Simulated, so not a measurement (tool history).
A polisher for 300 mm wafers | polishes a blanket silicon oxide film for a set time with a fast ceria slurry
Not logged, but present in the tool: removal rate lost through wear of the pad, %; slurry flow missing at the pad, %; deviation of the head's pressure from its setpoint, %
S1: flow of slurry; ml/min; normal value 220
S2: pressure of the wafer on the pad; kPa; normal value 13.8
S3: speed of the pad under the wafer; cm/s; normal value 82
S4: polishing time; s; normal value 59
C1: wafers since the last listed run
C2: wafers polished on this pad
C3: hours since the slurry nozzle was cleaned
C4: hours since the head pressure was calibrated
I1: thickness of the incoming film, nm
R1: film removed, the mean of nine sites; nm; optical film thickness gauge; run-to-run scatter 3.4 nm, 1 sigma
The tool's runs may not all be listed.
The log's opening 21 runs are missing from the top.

run 22 hour=957.1 | S1=280 S2=13.8 S3=82 S4=59 | C1=811 C2=2284 C3=311.8 C4=403.8 | I1=3549.1 | R1=527.7
run 23 hour=1013.4 | S1=245 S2=11.7 S3=82 S4=50 | C1=743 C2=3028 C3=368.1 C4=460.1 | I1=3585.6 | R1=383.1
run 24 hour=1064.4 | S1=220 S2=13.8 S3=72 S4=59 | C1=673 C2=3701 C3=419.1 C4=511.1 | I1=3606.7 | R1=474.5
run 25 hour=1110.9 | S1=220 S2=13.8 S3=100 S4=46 | C1=614 C2=4316 C3=465.6 C4=557.6 | I1=3507.3 | R1=424.8
-- hour=1126.3 slurry nozzle cleaned
run 26 hour=1157.3 | S1=165 S2=16.5 S3=82 S4=59 | C1=599 C2=4916 C3=31 C4=604 | I1=3589.7 | R1=517.6
-- hour=1222.4 worn pad replaced by a new one
run 27 hour=1263.3 | S1=220 S2=11 S3=108 S4=66 | C1=1347 C2=541 C3=137 C4=710 | I1=3612.1 | R1=560
run 28 hour=1324.3 | S1=220 S2=13.8 S3=92 S4=59 | C1=805 C2=1346 C3=198 C4=771 | I1=3536.6 | R1=545.1
run 29 hour=1349.8 | S1=220 S2=13.8 S3=90 S4=59 | C1=336 C2=1683 C3=223.5 C4=796.5 | I1=3605.6 | R1=531.7
run 30 hour=1403.3 | S1=220 S2=13.8 S3=82 S4=59 | C1=706 C2=2390 C3=277 C4=850 | I1=3620.6 | R1=507.9
run 31 hour=1449.5 | S1=145 S2=15.9 S3=60 S4=40 | C1=610 C2=3001 C3=323.2 C4=896.2 | I1=3598.4 | R1=299.1
run 32 hour=1518.2 | S1=220 S2=9 S3=70 S4=73 | C1=907 C2=3908 C3=391.9 C4=964.9 | I1=3583.6 | R1=427.2
run 33 hour=1547.9 | S1=220 S2=13.8 S3=82 S4=59 | C1=392 C2=4301 C3=421.6 C4=994.6 | I1=3576.9 | R1=496.3
-- hour=1570.6 worn pad replaced by a new one
run 34 hour=1580.5 | S1=220 S2=13.8 S3=82 S4=59 | C1=377 C2=131 C3=454.2 C4=1027.2 | I1=3609.2 | R1=516
run 35 hour=1611.5 | S1=255 S2=13.8 S3=82 S4=59 | C1=409 C2=540 C3=485.2 C4=1058.2 | I1=3571.8 | R1=524.3
run 36 hour=1675.3 | S1=220 S2=13.8 S3=82 S4=66 | C1=842 C2=1383 C3=549 C4=1122 | I1=3585.2 | R1=567

Predict each of these 5 candidate next runs independently; none follows another, all start after run 36:
run A hour=1675.7 | S1=220 S2=13.8 S3=82 S4=59 | C1=5 C2=1389 C3=549.4 C4=1122.4 | I1=3571.2 | R1=?
run B hour=1675.7 | S1=220 S2=13.8 S3=102 S4=76 | C1=5 C2=1389 C3=549.4 C4=1122.4 | I1=3571.2 | R1=?
run C hour=1675.7 | S1=245 S2=17.2 S3=104 S4=50 | C1=5 C2=1389 C3=549.4 C4=1122.4 | I1=3571.2 | R1=?
run D hour=1675.7 | S1=145 S2=15.2 S3=102 S4=53 | C1=5 C2=1389 C3=549.4 C4=1122.4 | I1=3571.2 | R1=?
run E hour=1675.7 | S1=150 S2=13.8 S3=100 S4=59 | C1=5 C2=1389 C3=549.4 C4=1122.4 | I1=3571.2 | R1=?

run=A R1=510.2
run=B R1=727.9
run=C R1=581.9
run=D R1=489.4
run=E R1=509
Without the tool's hidden state the same runs would have given:
run=A R1=521.8
run=B R1=744.3
run=C R1=595
run=D R1=500.5
run=E R1=520.5
